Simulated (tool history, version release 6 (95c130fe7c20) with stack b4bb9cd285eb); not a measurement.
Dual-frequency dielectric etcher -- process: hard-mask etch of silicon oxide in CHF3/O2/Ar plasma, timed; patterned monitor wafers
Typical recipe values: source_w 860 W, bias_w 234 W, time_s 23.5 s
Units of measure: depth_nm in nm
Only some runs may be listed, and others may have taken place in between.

run     day  source_w  bias_w  time_s  read-back reference wafer on the same gauge, depth_nm  depth_nm
  1   0.000       860     234    23.5                                                   57.0      55.5
  2   0.988       860     234    23.5                                                   57.1      55.6
      1.421  -- gauge calibrated
  3   1.862       860     234    20.0                                                   57.1      47.4
  4   3.100       860     234    23.5                                                   57.1      55.7
      5.550  -- source power generator calibrated
  5   6.408       860     234    23.5                                                   57.1      55.8
      7.533  -- bias power generator calibrated
      7.800  -- upper electrode replaced
      8.621  -- wet clean of the chamber
  6   8.642       860     234    23.5                                                   57.2      55.2
  7   8.654       860     234    23.5                                                   57.1      55.5
  8   9.283       860     234    23.5                                                   57.1      55.6
      9.362  -- gauge calibrated
  9  10.496       650     234    23.5                                                   57.1      49.5
 10  11.842       860     202    23.5                                                   57.1      54.1
 11  12.879       860     180    23.5                                                   57.2      53.4
 12  13.946       860     234    20.0                                                   57.1      47.3
 13  14.967       680     234    26.5                                                   57.1      56.7
 14  16.429       730     177    18.5                                                   57.1      39.0

Forecast each of these 3 alternatives for the next run:
  A  16.446       860     287    23.5                                                      ?         ?
  B  16.446       640     209    26.0                                                      ?         ?
  C  16.446       720     264    19.5                                                      ?         ?

run  read-back reference wafer on the same gauge, depth_nm  depth_nm
  A                                                   57.2      57.7
  B                                                   57.2      53.6
  C                                                   57.2      43.9
With the hidden condition removed and each run's random variation left untouched, the same runs would have given:
run  depth_nm
  A      57.7
  B      53.6
  C      43.9

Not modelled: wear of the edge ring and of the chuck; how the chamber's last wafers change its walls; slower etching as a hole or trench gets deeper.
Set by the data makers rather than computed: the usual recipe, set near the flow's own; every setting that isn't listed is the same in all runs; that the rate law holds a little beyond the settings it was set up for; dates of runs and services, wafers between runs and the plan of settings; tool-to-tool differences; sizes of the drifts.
